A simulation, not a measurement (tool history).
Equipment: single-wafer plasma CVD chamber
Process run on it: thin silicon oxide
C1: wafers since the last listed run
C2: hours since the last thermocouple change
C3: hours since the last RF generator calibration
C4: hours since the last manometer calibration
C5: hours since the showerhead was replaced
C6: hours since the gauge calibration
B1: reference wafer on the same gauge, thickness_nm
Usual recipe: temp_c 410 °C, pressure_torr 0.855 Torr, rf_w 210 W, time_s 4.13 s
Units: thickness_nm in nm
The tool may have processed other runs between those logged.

Run 1, hour 0: usual settings; C1 0; C2 2013.2; C3 1046.8; C4 2834; C5 6730.1; C6 373.7; B1 6.511. Result: thickness_nm 6.99 nm.
Run 2, hour 32.9: usual settings; C1 642; C2 2046.1; C3 1079.7; C4 2866.9; C5 6763; C6 406.6; B1 6.507. Result: thickness_nm 7.039 nm.
Run 3, hour 46.6: usual settings but pressure_torr 1.007 Torr, rf_w 200 W; C1 267; C2 2059.8; C3 1093.4; C4 2880.6; C5 6776.7; C6 420.3; B1 6.519. Result: thickness_nm 7.478 nm.
Run 4, hour 64.9: usual settings but pressure_torr 1.007 Torr, rf_w 200 W; C1 357; C2 2078.1; C3 1111.7; C4 2898.9; C5 6795; C6 438.6; B1 6.515. Result: thickness_nm 7.441 nm.
Run 5, hour 80.5: usual settings; C1 304; C2 2093.7; C3 1127.3; C4 2914.5; C5 6810.6; C6 454.2; B1 6.514. Result: thickness_nm 7.016 nm.
At hour 101.2: RF generator calibrated.
Run 6, hour 115.3: usual settings; C1 523; C2 2128.5; C3 14.1; C4 2949.3; C5 6845.4; C6 489; B1 6.501. Result: thickness_nm 6.98 nm.
Run 7, hour 128: usual settings; C1 248; C2 2141.2; C3 26.8; C4 2962; C5 6858.1; C6 501.7; B1 6.506. Result: thickness_nm 7.002 nm.
Run 8, hour 142.4: usual settings; C1 281; C2 2155.6; C3 41.2; C4 2976.4; C5 6872.5; C6 516.1; B1 6.517. Result: thickness_nm 6.966 nm.
Run 9, hour 169.5: usual settings but rf_w 195 W; C1 529; C2 2182.7; C3 68.3; C4 3003.5; C5 6899.6; C6 543.2; B1 6.516. Result: thickness_nm 6.803 nm.
At hour 190.2: capacitance manometer re-zeroed and calibrated.
Run 10, hour 190.7: usual settings but temp_c 421 °C, pressure_torr 0.75 Torr, rf_w 195 W, time_s 4.82 s; C1 257; C2 2203.9; C3 89.5; C4 0.5; C5 6920.8; C6 564.4; B1 6.506. Result: thickness_nm 6.881 nm.
Run 11, hour 223.1: usual settings; C1 632; C2 2236.3; C3 121.9; C4 32.9; C5 6953.2; C6 596.8; B1 6.515. Result: thickness_nm 6.667 nm.
Run 12, hour 237.5: usual settings but pressure_torr 0.778 Torr; C1 281; C2 2250.7; C3 136.3; C4 47.3; C5 6967.6; C6 611.2; B1 6.518. Result: thickness_nm 6.295 nm.
At hour 278.6: showerhead replaced.
Run 13, hour 279.1: usual settings but temp_c 395 °C; C1 656; C2 2292.3; C3 177.9; C4 88.9; C5 0.5; C6 652.8; B1 6.501. Result: thickness_nm 6.799 nm.
At hour 297.7: gauge calibrated.
At hour 305.8: thermocouple changed; heater temperature recalibrated.
Run 14, hour 307.8: usual settings but temp_c 401 °C, pressure_torr 0.718 Torr, rf_w 170 W, time_s 4.64 s; C1 404; C2 2; C3 206.6; C4 117.6; C5 29.2; C6 10.1; B1 6.508. Result: thickness_nm 6.068 nm.
Run 15, hour 338.3: usual settings but rf_w 235 W, time_s 3.42 s; C1 595; C2 32.5; C3 237.1; C4 148.1; C5 59.7; C6 40.6; B1 6.505. Result: thickness_nm 5.867 nm.
Run 16, hour 363.9: usual settings; C1 500; C2 58.1; C3 262.7; C4 173.7; C5 85.3; C6 66.2; B1 6.52. Result: thickness_nm 6.668 nm.
Run 17, hour 384.2: usual settings but temp_c 423 °C, pressure_torr 0.698 Torr, rf_w 240 W, time_s 4.84 s; C1 396; C2 78.4; C3 283; C4 194; C5 105.6; C6 86.5; B1 6.513. Result: thickness_nm 7.366 nm.
Run 18, hour 406.8: usual settings but temp_c 423 °C, pressure_torr 1.033 Torr, rf_w 240 W, time_s 3.6 s; C1 441; C2 101; C3 305.6; C4 216.6; C5 128.2; C6 109.1; B1 6.512. Result: thickness_nm 6.941 nm.
Run 19, hour 429.1: usual settings; C1 435; C2 123.3; C3 327.9; C4 238.9; C5 150.5; C6 131.4; B1 6.511. Result: thickness_nm 6.75 nm.
Run 20, hour 443.2: usual settings but rf_w 245 W, time_s 3.8 s; C1 275; C2 137.4; C3 342; C4 253; C5 164.6; C6 145.5; B1 6.518. Result: thickness_nm 6.695 nm.
Run 21, hour 461: usual settings; C1 347; C2 155.2; C3 359.8; C4 270.8; C5 182.4; C6 163.3; B1 6.52. Result: thickness_nm 6.731 nm.
Run 22, hour 487.4: usual settings but pressure_torr 0.741 Torr; C1 515; C2 181.6; C3 386.2; C4 297.2; C5 208.8; C6 189.7; B1 6.507. Result: thickness_nm 6.211 nm.
Run 23, hour 517.9: usual settings; C1 595; C2 212.1; C3 416.7; C4 327.7; C5 239.3; C6 220.2; B1 6.511. Result: thickness_nm 6.777 nm.
Run 24, hour 552.4: usual settings but pressure_torr 0.77 Torr, time_s 3.32 s; C1 673; C2 246.6; C3 451.2; C4 362.2; C5 273.8; C6 254.7; B1 6.511. Result: thickness_nm 5.11 nm.
Run 25, hour 583.1: usual settings; C1 599; C2 277.3; C3 481.9; C4 392.9; C5 304.5; C6 285.4; B1 6.511. Result: thickness_nm 6.761 nm.
Run 26, hour 607.8: usual settings but temp_c 405 °C, pressure_torr 0.794 Torr, time_s 3.62 s; C1 482; C2 302; C3 506.6; C4 417.6; C5 329.2; C6 310.1; B1 6.51. Result: thickness_nm 5.708 nm.
Run 27, hour 639.1: usual settings but rf_w 190 W; C1 611; C2 333.3; C3 537.9; C4 448.9; C5 360.5; C6 341.4; B1 6.514. Result: thickness_nm 6.437 nm.
Run 28, hour 666: usual settings but time_s 3.56 s; C1 525; C2 360.2; C3 564.8; C4 475.8; C5 387.4; C6 368.3; B1 6.507. Result: thickness_nm 5.818 nm.
Run 29, hour 686.4: usual settings but temp_c 396 °C, pressure_torr 0.685 Torr; C1 398; C2 380.6; C3 585.2; C4 496.2; C5 407.8; C6 388.7; B1 6.504. Result: thickness_nm 6.018 nm.
Run 30, hour 709.2: usual settings but rf_w 250 W; C1 445; C2 403.4; C3 608; C4 519; C5 430.6; C6 411.5; B1 6.513. Result: thickness_nm 7.35 nm.

For each run, the measured value with the value that run would have given without the tool's hidden condition subtracted. The run-to-run variation is shared by both, the gauge scatter possibly not:
What the log doesn't record here: wafer temperature above the value expected at the setpoint (K); delivered RF power above the setpoint (%); true pressure above the setpoint (%); gauge reads high (%).
run  thickness_nm
  1        +0.305
  2        +0.307
  3        +0.285
  4        +0.284
  5        +0.307
  6        +0.306
  7        +0.307
  8        +0.305
  9        +0.299
 10        -0.056
 11        -0.037
 12        -0.034
 13        -0.019
 14         -0.01
 15            +0
 16        +0.007
 17        +0.015
 18        +0.019
 19        +0.025
 20        +0.029
 21        +0.034
 22        +0.042
 23        +0.049
 24        +0.048
 25        +0.063
 26        +0.065
 27        +0.072
 28        +0.069
 29         +0.09
 30        +0.097
